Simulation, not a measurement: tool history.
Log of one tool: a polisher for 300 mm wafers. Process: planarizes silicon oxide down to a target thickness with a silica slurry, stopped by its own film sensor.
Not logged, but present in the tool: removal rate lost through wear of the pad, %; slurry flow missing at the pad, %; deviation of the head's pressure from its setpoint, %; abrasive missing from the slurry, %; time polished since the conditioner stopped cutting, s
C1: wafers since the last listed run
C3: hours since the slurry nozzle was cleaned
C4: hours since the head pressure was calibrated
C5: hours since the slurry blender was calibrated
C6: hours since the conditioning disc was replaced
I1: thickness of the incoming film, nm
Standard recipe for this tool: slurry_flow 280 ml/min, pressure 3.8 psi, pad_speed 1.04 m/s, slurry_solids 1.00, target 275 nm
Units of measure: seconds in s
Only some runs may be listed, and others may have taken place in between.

{"run": 1, "hour": 0.0, "slurry_flow": 280, "pressure": 3.8, "pad_speed": 1.04, "slurry_solids": 0.9, "target": 275, "C1": 0, "wafers polished on this pad": 1131, "C3": 713.8, "C4": 299.7, "C5": 201.1, "C6": 179.6, "I1": 638.7, "seconds": 159.0}
{"hour": 38.7, "done": "worn pad replaced by a new one"}
{"hour": 43.3, "done": "slurry blender recalibrated"}
{"hour": 44.9, "done": "slurry nozzle cleaned"}
{"run": 2, "hour": 75.2, "slurry_flow": 280, "pressure": 3.8, "pad_speed": 1.04, "slurry_solids": 1.0, "target": 275, "C1": 413, "wafers polished on this pad": 203, "C3": 30.3, "C4": 374.9, "C5": 31.9, "C6": 254.8, "I1": 650.5, "seconds": 144.5}
{"run": 3, "hour": 171.8, "slurry_flow": 280, "pressure": 3.8, "pad_speed": 1.04, "slurry_solids": 1.0, "target": 275, "C1": 586, "wafers polished on this pad": 789, "C3": 126.9, "C4": 471.5, "C5": 128.5, "C6": 351.4, "I1": 642.4, "seconds": 142.3}
{"run": 4, "hour": 211.7, "slurry_flow": 280, "pressure": 3.8, "pad_speed": 1.04, "slurry_solids": 1.0, "target": 275, "C1": 242, "wafers polished on this pad": 1031, "C3": 166.8, "C4": 511.4, "C5": 168.4, "C6": 391.3, "I1": 643.7, "seconds": 146.0}
{"hour": 257.4, "done": "slurry blender recalibrated"}
{"hour": 264.1, "done": "conditioning disc replaced and pad reconditioned"}
{"run": 5, "hour": 265.1, "slurry_flow": 280, "pressure": 3.8, "pad_speed": 1.04, "slurry_solids": 1.0, "target": 275, "C1": 299, "wafers polished on this pad": 1331, "C3": 220.2, "C4": 564.8, "C5": 7.7, "C6": 1.0, "I1": 640.7, "seconds": 153.1}
{"hour": 311.9, "done": "worn pad replaced by a new one"}
{"run": 6, "hour": 315.8, "slurry_flow": 280, "pressure": 3.8, "pad_speed": 1.04, "slurry_solids": 1.0, "target": 275, "C1": 283, "wafers polished on this pad": 23, "C3": 270.9, "C4": 615.5, "C5": 58.4, "C6": 51.7, "I1": 640.7, "seconds": 139.5}
{"run": 7, "hour": 422.1, "slurry_flow": 280, "pressure": 3.8, "pad_speed": 1.04, "slurry_solids": 1.0, "target": 275, "C1": 645, "wafers polished on this pad": 668, "C3": 377.2, "C4": 721.8, "C5": 164.7, "C6": 158.0, "I1": 645.0, "seconds": 144.2}
{"run": 8, "hour": 480.0, "slurry_flow": 280, "pressure": 3.8, "pad_speed": 1.04, "slurry_solids": 1.0, "target": 275, "C1": 351, "wafers polished on this pad": 1020, "C3": 435.1, "C4": 779.7, "C5": 222.6, "C6": 215.9, "I1": 633.0, "seconds": 140.9}
{"hour": 525.2, "done": "slurry blender recalibrated"}
{"run": 9, "hour": 558.3, "slurry_flow": 240, "pressure": 3.8, "pad_speed": 1.04, "slurry_solids": 1.0, "target": 309, "C1": 463, "wafers polished on this pad": 1483, "C3": 513.4, "C4": 858.0, "C5": 33.1, "C6": 294.2, "I1": 637.1, "seconds": 139.6}
{"hour": 575.8, "done": "worn pad replaced by a new one"}
{"run": 10, "hour": 642.3, "slurry_flow": 330, "pressure": 3.8, "pad_speed": 0.74, "slurry_solids": 1.25, "target": 222, "C1": 485, "wafers polished on this pad": 403, "C3": 597.4, "C4": 942.0, "C5": 117.1, "C6": 378.2, "I1": 638.1, "seconds": 179.6}
{"hour": 658.1, "done": "head pressure recalibrated"}
{"hour": 686.0, "done": "conditioning disc replaced and pad reconditioned"}
{"run": 11, "hour": 728.8, "slurry_flow": 280, "pressure": 3.1, "pad_speed": 1.38, "slurry_solids": 1.0, "target": 242, "C1": 500, "wafers polished on this pad": 904, "C3": 683.9, "C4": 70.7, "C5": 203.6, "C6": 42.8, "I1": 639.6, "seconds": 148.0}
{"hour": 755.9, "done": "slurry nozzle cleaned"}
{"hour": 781.7, "done": "slurry blender recalibrated"}
{"run": 12, "hour": 783.6, "slurry_flow": 255, "pressure": 3.8, "pad_speed": 1.04, "slurry_solids": 1.0, "target": 275, "C1": 314, "wafers polished on this pad": 1218, "C3": 27.7, "C4": 125.5, "C5": 1.9, "C6": 97.6, "I1": 637.3, "seconds": 151.1}
{"hour": 842.2, "done": "worn pad replaced by a new one"}
{"run": 13, "hour": 865.3, "slurry_flow": 255, "pressure": 3.8, "pad_speed": 1.04, "slurry_solids": 1.0, "target": 275, "C1": 471, "wafers polished on this pad": 140, "C3": 109.4, "C4": 207.2, "C5": 83.6, "C6": 179.3, "I1": 641.0, "seconds": 142.0}
{"run": 14, "hour": 940.0, "slurry_flow": 280, "pressure": 3.8, "pad_speed": 1.04, "slurry_solids": 1.0, "target": 275, "C1": 453, "wafers polished on this pad": 593, "C3": 184.1, "C4": 281.9, "C5": 158.3, "C6": 254.0, "I1": 654.6, "seconds": 150.8}
{"run": 15, "hour": 1028.9, "slurry_flow": 280, "pressure": 3.8, "pad_speed": 1.38, "slurry_solids": 1.0, "target": 275, "C1": 539, "wafers polished on this pad": 1133, "C3": 273.0, "C4": 370.8, "C5": 247.2, "C6": 342.9, "I1": 644.0, "seconds": 119.4}
{"hour": 1052.4, "done": "slurry blender recalibrated"}
{"run": 16, "hour": 1088.9, "slurry_flow": 280, "pressure": 3.8, "pad_speed": 1.04, "slurry_solids": 1.0, "target": 275, "C1": 352, "wafers polished on this pad": 1485, "C3": 333.0, "C4": 430.8, "C5": 36.5, "C6": 402.9, "I1": 626.0, "seconds": 146.0}
{"hour": 1107.5, "done": "worn pad replaced by a new one"}
{"hour": 1158.6, "done": "conditioning disc replaced and pad reconditioned"}
{"run": 17, "hour": 1195.8, "slurry_flow": 280, "pressure": 3.8, "pad_speed": 1.04, "slurry_solids": 1.2, "target": 275, "C1": 612, "wafers polished on this pad": 523, "C3": 439.9, "C4": 537.7, "C5": 143.4, "C6": 37.2, "I1": 651.8, "seconds": 137.5}

For each run, what was the tool's unlogged condition?
slurry flow missing at the pad, %: 0 on each run
abrasive missing from the slurry, %: 0 on each run
time polished since the conditioner stopped cutting, s: 0 on each run
H1: removal rate lost through wear of the pad, %
H2: deviation of the head's pressure from its setpoint, %
run=1 H1=6.22 H2=8.32
run=2 H1=0.663 H2=9.35
run=3 H1=2.82 H2=10.3
run=4 H1=4.44 H2=10.7
run=5 H1=7.25 H2=11
run=6 H1=1.48 H2=11.3
run=7 H1=3.08 H2=11.8
run=8 H1=5.2 H2=12
run=9 H1=9.49 H2=12.2
run=10 H1=1.24 H2=12.4
run=11 H1=3.75 H2=3.09
run=12 H1=6.36 H2=4.76
run=13 H1=0.416 H2=6.74
run=14 H1=1.61 H2=8.13
run=15 H1=4.94 H2=9.4
run=16 H1=8.38 H2=10.1
run=17 H1=1.14 H2=11

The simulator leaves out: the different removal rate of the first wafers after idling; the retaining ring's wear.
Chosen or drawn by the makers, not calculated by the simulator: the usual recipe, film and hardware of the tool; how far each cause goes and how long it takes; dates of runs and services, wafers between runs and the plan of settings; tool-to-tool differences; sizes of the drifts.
